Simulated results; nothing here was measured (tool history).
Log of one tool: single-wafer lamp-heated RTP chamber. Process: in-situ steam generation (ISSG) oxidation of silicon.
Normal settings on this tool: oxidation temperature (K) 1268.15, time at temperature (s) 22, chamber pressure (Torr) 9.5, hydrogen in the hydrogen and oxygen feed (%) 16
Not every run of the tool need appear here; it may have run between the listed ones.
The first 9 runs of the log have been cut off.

run	hour	oxidation temperature (K)	time at temperature (s)	chamber pressure (Torr)	hydrogen in the hydrogen and oxygen feed (%)	wafers since the last listed run	wafers since the last pyrometer calibration	hours since the pressure gauge was zeroed	hours since the hydrogen flow controller was replaced	hours since the gauge calibration	read-back reference wafer on the same gauge, thickness	oxide thickness on the monitor wafer (Å)
10	697.7	1268.15	22	9.5	16	191	5762	66.1	5081.7	758.6	4.139	49.38
11	754.6	1268.15	22	9.5	16	369	6131	123.0	5138.6	815.5	4.145	49.70
12	818.9	1268.15	22	9.5	16	416	6548	187.3	5202.9	879.8	4.140	49.52
13	862.5	1259.15	27	9.5	16	282	6831	230.9	5246.5	923.4	4.135	52.49
14	903.0	1268.15	28	9.5	16	262	7093	271.4	5287.0	963.9	4.143	55.32
# hour 915.8: pyrometer window cleaned and pyrometer calibrated
15	939.6	1268.15	28	9.5	16	185	154	308.0	5323.6	1000.5	4.136	54.54
16	991.3	1249.15	14	10.2	11	335	489	359.7	5375.3	1052.2	4.143	33.77
17	1111.3	1276.15	15	9.0	23	778	1268	479.7	5495.3	1172.2	4.139	45.99
# hour 1130.2: hydrogen flow controller replaced
18	1155.0	1268.15	29	9.5	16	231	1499	523.4	24.8	1215.9	4.141	55.99
19	1181.0	1277.15	22	9.5	21	168	1668	549.4	50.8	1241.9	4.140	53.79
20	1240.9	1255.15	18	8.6	24	388	2056	609.3	110.7	1301.8	4.132	47.04
21	1287.1	1268.15	22	8.7	16	299	2356	655.5	156.9	1348.0	4.134	49.45
22	1313.7	1268.15	28	9.9	16	172	2528	682.1	183.5	1374.6	4.144	54.99
23	1377.0	1268.15	22	9.5	16	410	2939	745.4	246.8	1437.9	4.135	49.24
# hour 1533.6: gauge calibrated
24	1577.3	1268.15	22	9.5	16	1298	4238	945.7	447.1	43.7	4.139	49.43
25	1636.4	1268.15	25	9.5	11	383	4621	1004.8	506.2	102.8	4.138	48.74
26	1661.4	1268.15	22	9.5	16	162	4783	1029.8	531.2	127.8	4.137	49.50
27	1709.5	1279.15	22	10.2	13	311	5095	1077.9	579.3	175.9	4.145	49.28
28	1770.6	1261.15	16	9.5	11	396	5491	1139.0	640.4	237.0	4.139	38.44
29	1795.5	1268.15	22	10.2	16	161	5653	1163.9	665.3	261.9	4.145	49.02
30	1866.4	1268.15	22	9.5	11	459	6113	1234.8	736.2	332.8	4.138	45.87
# hour 1905.4: pyrometer window cleaned and pyrometer calibrated
31	1933.0	1268.15	22	9.5	16	380	179	1301.4	802.8	399.4	4.143	48.06
32	1962.4	1268.15	22	9.5	16	190	369	1330.8	832.2	428.8	4.140	48.44

Here are 3 independent what-if runs from the current tool condition. What would each one return?
A	1962.8	1268.15	27	9.5	16	2	372	1331.2	832.6	429.2	?	?
B	1962.8	1282.15	25	10.2	16	2	372	1331.2	832.6	429.2	?	?
C	1962.8	1257.15	22	9.5	16	2	372	1331.2	832.6	429.2	?	?

run	read-back reference wafer on the same gauge, thickness	oxide thickness on the monitor wafer (Å)
A	4.140	53.70
B	4.140	54.39
C	4.140	46.56
The same runs, with their run-to-run variation unchanged, on a tool lacking any hidden condition would have given:
run	oxide thickness on the monitor wafer (Å)
A	53.43
B	54.11
C	46.36
